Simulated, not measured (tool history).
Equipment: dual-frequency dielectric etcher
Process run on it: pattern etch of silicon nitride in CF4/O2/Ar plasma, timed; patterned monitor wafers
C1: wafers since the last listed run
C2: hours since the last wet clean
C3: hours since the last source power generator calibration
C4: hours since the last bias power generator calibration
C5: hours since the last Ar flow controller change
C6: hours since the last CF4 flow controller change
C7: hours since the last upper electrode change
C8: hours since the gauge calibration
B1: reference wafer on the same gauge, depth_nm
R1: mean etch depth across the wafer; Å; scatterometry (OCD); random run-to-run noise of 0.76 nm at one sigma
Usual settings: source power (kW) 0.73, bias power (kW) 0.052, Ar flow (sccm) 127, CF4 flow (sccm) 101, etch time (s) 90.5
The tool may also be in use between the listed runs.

Run 1, day 0: usual settings; C1 0; C2 192.5; C3 582.4; C4 459; C5 2540.5; C6 3085.3; C7 71.2; C8 133.6; B1 190.1. Result: R1 2319 Å.
Run 2, day 2.217: usual settings but source power (kW) 0.66; C1 808; C2 245.7; C3 635.6; C4 512.2; C5 2593.7; C6 3138.5; C7 124.4; C8 186.8; B1 190.2. Result: R1 2087 Å.
Run 3, day 5.525: usual settings but Ar flow (sccm) 149, CF4 flow (sccm) 113; C1 1207; C2 325.1; C3 715; C4 591.6; C5 2673.1; C6 3217.9; C7 203.8; C8 266.2; B1 190. Result: R1 2310 Å.
Run 4, day 10.246: usual settings; C1 1722; C2 438.4; C3 828.3; C4 704.9; C5 2786.4; C6 3331.2; C7 317.1; C8 379.5; B1 190. Result: R1 2330 Å.
At day 13.708: wet clean of the chamber.
Run 5, day 16.946: usual settings but source power (kW) 0.61, bias power (kW) 0.063, CF4 flow (sccm) 112; C1 2079; C2 77.7; C3 989.1; C4 865.7; C5 2947.2; C6 3492; C7 477.9; C8 540.3; B1 189.8. Result: R1 2095 Å.
Run 6, day 20.696: usual settings; C1 1368; C2 167.7; C3 1079.1; C4 955.7; C5 3037.2; C6 3582; C7 567.9; C8 630.3; B1 190. Result: R1 2344 Å.
Run 7, day 22.733: usual settings but etch time (s) 116.5; C1 743; C2 216.6; C3 1128; C4 1004.6; C5 3086.1; C6 3630.9; C7 616.8; C8 679.2; B1 190. Result: R1 3014 Å.
Run 8, day 26.983: usual settings but bias power (kW) 0.041, CF4 flow (sccm) 108, etch time (s) 102; C1 1550; C2 318.6; C3 1230; C4 1106.6; C5 3188.1; C6 3732.9; C7 718.8; C8 781.2; B1 190.1. Result: R1 2469 Å.
Run 9, day 28.958: usual settings but CF4 flow (sccm) 122, etch time (s) 76; C1 720; C2 366; C3 1277.4; C4 1154; C5 3235.5; C6 3780.3; C7 766.2; C8 828.6; B1 189.9. Result: R1 2026 Å.
At day 31.071: Ar flow controller replaced.
Run 10, day 31.092: usual settings but bias power (kW) 0.063, Ar flow (sccm) 96, CF4 flow (sccm) 126, etch time (s) 98.5; C1 687; C2 417.2; C3 1328.6; C4 1205.2; C5 0.5; C6 3831.5; C7 817.4; C8 879.8; B1 190. Result: R1 2947 Å.
At day 31.579: CF4 flow controller replaced.
Run 11, day 33.375: usual settings but source power (kW) 0.86, Ar flow (sccm) 146; C1 741; C2 472; C3 1383.4; C4 1260; C5 55.3; C6 43.1; C7 872.2; C8 934.6; B1 190. Result: R1 2746 Å.
Run 12, day 36.304: usual settings but bias power (kW) 0.058, Ar flow (sccm) 116, CF4 flow (sccm) 114; C1 1068; C2 542.3; C3 1453.7; C4 1330.3; C5 125.6; C6 113.4; C7 942.5; C8 1004.9; B1 190.4. Result: R1 2536 Å.
At day 38.2: wet clean of the chamber.
Run 13, day 38.588: usual settings but source power (kW) 0.65, CF4 flow (sccm) 112; C1 468; C2 9.3; C3 1508.5; C4 1385.1; C5 180.4; C6 168.2; C7 997.3; C8 1059.7; B1 190. Result: R1 2128 Å.
Run 14, day 41.362: usual settings but Ar flow (sccm) 154, CF4 flow (sccm) 86; C1 1012; C2 75.9; C3 1575.1; C4 1451.7; C5 247; C6 234.8; C7 1063.9; C8 1126.3; B1 189.9. Result: R1 2223 Å.
Run 15, day 44.567: usual settings but source power (kW) 0.6, Ar flow (sccm) 157, CF4 flow (sccm) 113; C1 1169; C2 152.8; C3 1652; C4 1528.6; C5 323.9; C6 311.7; C7 1140.8; C8 1203.2; B1 190.2. Result: R1 1881 Å.
Run 16, day 48.692: usual settings but Ar flow (sccm) 97, CF4 flow (sccm) 110; C1 1505; C2 251.8; C3 1751; C4 1627.6; C5 422.9; C6 410.7; C7 1239.8; C8 1302.2; B1 190.1. Result: R1 2523 Å.
Run 17, day 52.529: usual settings but Ar flow (sccm) 156, CF4 flow (sccm) 122; C1 1400; C2 343.9; C3 1843.1; C4 1719.7; C5 515; C6 502.8; C7 1331.9; C8 1394.3; B1 189.7. Result: R1 2358 Å.
Run 18, day 54.646: usual settings but bias power (kW) 0.063, etch time (s) 70.5; C1 772; C2 394.7; C3 1893.9; C4 1770.5; C5 565.8; C6 553.6; C7 1382.7; C8 1445.1; B1 190.2. Result: R1 1976 Å.
Run 19, day 57.946: usual settings but source power (kW) 0.61; C1 1204; C2 473.9; C3 1973.1; C4 1849.7; C5 645; C6 632.8; C7 1461.9; C8 1524.3; B1 189.7. Result: R1 1962 Å.
Run 20, day 61.392: usual settings but etch time (s) 116.5; C1 1257; C2 556.6; C3 2055.8; C4 1932.4; C5 727.7; C6 715.5; C7 1544.6; C8 1607; B1 190.1. Result: R1 3049 Å.

What if the next run were any one of these 5? Each begins from the tool's condition after run 20:
Run A, day 61.408: usual settings; C1 6; C2 557; C3 2056.2; C4 1932.8; C5 728.1; C6 715.9; C7 1545; C8 1607.4; B1 ?. Result: R1 ?.
Run B, day 61.408: usual settings but source power (kW) 0.58, CF4 flow (sccm) 115; C1 6; C2 557; C3 2056.2; C4 1932.8; C5 728.1; C6 715.9; C7 1545; C8 1607.4; B1 ?. Result: R1 ?.
Run C, day 61.408: usual settings but bias power (kW) 0.064, CF4 flow (sccm) 81, etch time (s) 111.5; C1 6; C2 557; C3 2056.2; C4 1932.8; C5 728.1; C6 715.9; C7 1545; C8 1607.4; B1 ?. Result: R1 ?.
Run D, day 61.408: usual settings but Ar flow (sccm) 106, etch time (s) 75; C1 6; C2 557; C3 2056.2; C4 1932.8; C5 728.1; C6 715.9; C7 1545; C8 1607.4; B1 ?. Result: R1 ?.
Run E, day 61.408: usual settings but source power (kW) 0.79, CF4 flow (sccm) 83; C1 6; C2 557; C3 2056.2; C4 1932.8; C5 728.1; C6 715.9; C7 1545; C8 1607.4; B1 ?. Result: R1 ?.

run   B1    R1
  A  190  2375
  B  190  1890
  C  190  3041
  D  190  2034
  E  190  2493
What these runs would have given with no unlogged condition in the tool:
run    R1
  A  2259
  B  1798
  C  2894
  D  1935
  E  2371
